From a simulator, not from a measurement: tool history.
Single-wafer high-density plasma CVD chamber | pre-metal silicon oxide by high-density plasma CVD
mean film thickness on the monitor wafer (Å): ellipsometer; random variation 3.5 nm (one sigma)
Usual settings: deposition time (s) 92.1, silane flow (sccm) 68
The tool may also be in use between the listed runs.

| run | hour | deposition time (s) | silane flow (sccm) | wafers since the last listed run | hours since the silane flow controller was replaced | hours since the gauge calibration | read-back reference wafer on the same gauge, thickness_nm | mean film thickness on the monitor wafer (Å) |
|---|---|---|---|---|---|---|---|---|
| 1 | 0 | 92.1 | 68 | 0 | 2843.7 | 1022.1 | 537.462 | 6289.44 |
| 2 | 39.1 | 92.1 | 68 | 474 | 2882.8 | 1061.2 | 536.888 | 6326.04 |
| 3 | 82.9 | 103.2 | 68 | 531 | 2926.6 | 1105 | 537.173 | 7095.05 |
| 4 | 184 | 103.2 | 68 | 1227 | 3027.7 | 1206.1 | 537.163 | 6937.24 |
| 5 | 241.2 | 103.2 | 68 | 694 | 3084.9 | 1263.3 | 536.661 | 7026.56 |
| 6 | 305 | 101 | 68 | 774 | 3148.7 | 1327.1 | 537.692 | 6913.29 |
| 7 | 361 | 101 | 68 | 679 | 3204.7 | 1383.1 | 536.455 | 6908.53 |
| 8 | 406.1 | 101 | 68 | 547 | 3249.8 | 1428.2 | 537.524 | 6883.15 |
| 9 | 485.9 | 92.1 | 68 | 968 | 3329.6 | 1508 | 536.463 | 6281.04 |
| 10 | 530.6 | 92.1 | 68 | 542 | 3374.3 | 1552.7 | 536.723 | 6196.73 |
| 11 | 636 | 80 | 68 | 1279 | 3479.7 | 1658.1 | 536.912 | 5392.92 |
| 12 | 676.3 | 80 | 68 | 489 | 3520 | 1698.4 | 538.547 | 5430.55 |
| 13 | 743.6 | 80 | 68 | 816 | 3587.3 | 1765.7 | 537.99 | 5351.93 |
| 14 | 838.7 | 92.1 | 68 | 1154 | 3682.4 | 1860.8 | 537.739 | 6263.45 |
| 15 | 919.4 | 105.9 | 68 | 979 | 3763.1 | 1941.5 | 537.74 | 7188.56 |
|  | 1007.3 | silane flow controller replaced |
| 16 | 1007.8 | 105.9 | 68 | 975 | 0.5 | 2029.9 | 536.447 | 7575.54 |
| 17 | 1137 | 92.1 | 68 | 1568 | 129.7 | 2159.1 | 536.063 | 6553.69 |
| 18 | 1193.4 | 92.1 | 68 | 684 | 186.1 | 2215.5 | 537.766 | 6517.87 |
| 19 | 1238.3 | 92.1 | 81 | 544 | 231 | 2260.4 | 536.631 | 7784.1 |
| 20 | 1337.1 | 85.6 | 77 | 1199 | 329.8 | 2359.2 | 536.22 | 6836.81 |
| 21 | 1426.2 | 98.5 | 59 | 1081 | 418.9 | 2448.3 | 536.953 | 6024.03 |
| 22 | 1532.5 | 77.9 | 80 | 1290 | 525.2 | 2554.6 | 535.568 | 6467.52 |
| 23 | 1585.8 | 92.1 | 68 | 646 | 578.5 | 2607.9 | 537.853 | 6485.66 |
| 24 | 1691.4 | 106.2 | 78 | 1281 | 684.1 | 2713.5 | 537.703 | 8615.29 |
| 25 | 1763.7 | 87.2 | 62 | 877 | 756.4 | 2785.8 | 536.514 | 5615.27 |
| 26 | 1827.6 | 75.3 | 64 | 775 | 820.3 | 2849.7 | 537.058 | 5015.13 |
| 27 | 1864.5 | 81.4 | 68 | 447 | 857.2 | 2886.6 | 538.445 | 5743.91 |
| 28 | 1970.8 | 74.2 | 58 | 1290 | 963.5 | 2992.9 | 536.826 | 4441.92 |
|  | 2018.9 | gauge calibrated |
| 29 | 2046.7 | 92.1 | 68 | 921 | 1039.4 | 27.8 | 537.554 | 6431.32 |
| 30 | 2112.1 | 104.7 | 80 | 793 | 1104.8 | 93.2 | 536.732 | 8646.17 |
| 31 | 2199.6 | 98.6 | 57 | 1062 | 1192.3 | 180.7 | 537.232 | 5846.87 |
| 32 | 2247.1 | 92.1 | 79 | 576 | 1239.8 | 228.2 | 538.227 | 7458.07 |
| 33 | 2316.5 | 92.1 | 68 | 842 | 1309.2 | 297.6 | 536.461 | 6422.84 |
| 34 | 2419.9 | 92.1 | 57 | 1255 | 1412.6 | 401 | 537.562 | 5414.72 |
| 35 | 2520.4 | 92.1 | 68 | 1219 | 1513.1 | 501.5 | 537.519 | 6358.49 |

Forecast run 36:
| 36 | 2589.7 | 84.1 | 71 | 841 | 1582.4 | 570.8 | ? | ? |

Run 36 gave read-back reference wafer on the same gauge, thickness_nm 536.326, mean film thickness on the monitor wafer (Å) 6177.68.
Without the tool's hidden state the same run would have given mean film thickness on the monitor wafer (Å) 6263.18.
